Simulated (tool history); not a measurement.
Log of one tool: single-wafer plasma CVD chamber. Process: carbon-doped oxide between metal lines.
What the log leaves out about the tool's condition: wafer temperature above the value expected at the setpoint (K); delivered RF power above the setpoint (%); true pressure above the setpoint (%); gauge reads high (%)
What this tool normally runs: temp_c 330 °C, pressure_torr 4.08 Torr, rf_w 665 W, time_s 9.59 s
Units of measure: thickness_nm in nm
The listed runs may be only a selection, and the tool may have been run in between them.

run,hour,temp_c,pressure_torr,rf_w,time_s,wafers since the last listed run,hours since the last thermocouple change,hours since the last RF generator calibration,hours since the last manometer calibration,hours since the showerhead was replaced,hours since the gauge calibration,"read-back reference wafer on the same gauge, thickness_nm",thickness_nm
1,0.0,330,4.08,665,9.19,0,2132.6,510.9,962.6,5734.8,498.0,53.601,60.691
2,21.4,330,4.08,720,9.59,723,2154.0,532.3,984.0,5756.2,519.4,53.639,66.988
3,52.1,330,4.08,720,9.59,1038,2184.7,563.0,1014.7,5786.9,550.1,53.586,66.364
4,66.1,334,4.08,730,9.59,473,2198.7,577.0,1028.7,5800.9,564.1,53.642,65.799
5,83.3,334,4.08,730,9.59,581,2215.9,594.2,1045.9,5818.1,581.3,53.609,66.150
6,95.6,330,3.50,665,9.59,416,2228.2,606.5,1058.2,5830.4,593.6,53.517,62.651
7,137.9,330,3.50,665,9.59,1430,2270.5,648.8,1100.5,5872.7,635.9,53.713,61.805
8,153.0,330,4.08,665,9.59,510,2285.6,663.9,1115.6,5887.8,651.0,53.614,63.496
9,187.6,330,4.08,665,9.59,1170,2320.2,698.5,1150.2,5922.4,685.6,53.611,63.921
10,216.7,330,4.08,665,9.59,984,2349.3,727.6,1179.3,5951.5,714.7,53.518,62.845
11,251.1,330,3.52,565,9.59,1163,2383.7,762.0,1213.7,5985.9,749.1,53.583,56.725
# hour 261.6: gauge calibrated
12,279.5,330,3.52,565,9.59,960,2412.1,790.4,1242.1,6014.3,17.9,53.556,56.767
13,298.2,330,4.08,665,10.93,632,2430.8,809.1,1260.8,6033.0,36.6,53.468,72.640
14,332.5,321,5.07,665,9.59,1160,2465.1,843.4,1295.1,6067.3,70.9,53.578,67.005
# hour 348.1: capacitance manometer re-zeroed and calibrated
15,366.0,330,4.08,590,8.65,862,2498.6,876.9,17.9,6100.8,104.4,53.570,52.849
# hour 458.1: RF generator calibrated
16,462.0,330,3.52,565,9.59,2976,2594.6,3.9,113.9,6196.8,200.4,53.755,58.734
17,480.2,330,3.79,765,8.17,615,2612.8,22.1,132.1,6215.0,218.6,53.640,59.136
18,516.2,336,4.08,665,11.46,1217,2648.8,58.1,168.1,6251.0,254.6,53.562,75.720
19,549.3,321,4.08,605,9.59,1119,2681.9,91.2,201.2,6284.1,287.7,53.617,63.302
20,563.6,330,3.46,665,11.34,483,2696.2,105.5,215.5,6298.4,302.0,53.568,74.063
# hour 579.1: thermocouple changed; heater temperature recalibrated
# hour 591.2: showerhead replaced
21,591.7,330,4.08,665,9.59,409,12.6,133.6,243.6,0.5,330.1,53.522,64.879
22,614.3,330,4.08,590,8.65,764,35.2,156.2,266.2,23.1,352.7,53.628,54.977
23,646.5,344,4.08,665,9.59,1089,67.4,188.4,298.4,55.3,384.9,53.606,61.418
24,703.5,340,3.81,725,11.21,1928,124.4,245.4,355.4,112.3,441.9,53.550,75.180
25,719.0,322,4.08,665,7.94,524,139.9,260.9,370.9,127.8,457.4,53.581,55.075
26,738.7,330,4.08,550,9.59,666,159.6,280.6,390.6,147.5,477.1,53.654,58.434
27,790.5,330,4.08,735,9.59,1752,211.4,332.4,442.4,199.3,528.9,53.755,67.614

Consider 5 possible next runs. They are alternatives, not a sequence: every one starts from the tool as it was left by run 27. What does each give?
A,790.9,330,3.11,665,9.59,13,211.8,332.8,442.8,199.7,529.3,?,?
B,790.9,330,4.08,665,8.77,13,211.8,332.8,442.8,199.7,529.3,?,?
C,790.9,326,3.30,590,8.75,13,211.8,332.8,442.8,199.7,529.3,?,?
D,790.9,330,4.08,595,8.16,13,211.8,332.8,442.8,199.7,529.3,?,?
E,790.9,330,4.83,665,9.59,13,211.8,332.8,442.8,199.7,529.3,?,?

run,"read-back reference wafer on the same gauge, thickness_nm",thickness_nm
A,53.510,62.440
B,53.510,58.754
C,53.510,54.547
D,53.510,51.494
E,53.510,65.493
Stripped of hidden state, with their random variation kept, the same runs would have yielded:
run,thickness_nm
A,63.231
B,59.499
C,55.253
D,52.161
E,66.323

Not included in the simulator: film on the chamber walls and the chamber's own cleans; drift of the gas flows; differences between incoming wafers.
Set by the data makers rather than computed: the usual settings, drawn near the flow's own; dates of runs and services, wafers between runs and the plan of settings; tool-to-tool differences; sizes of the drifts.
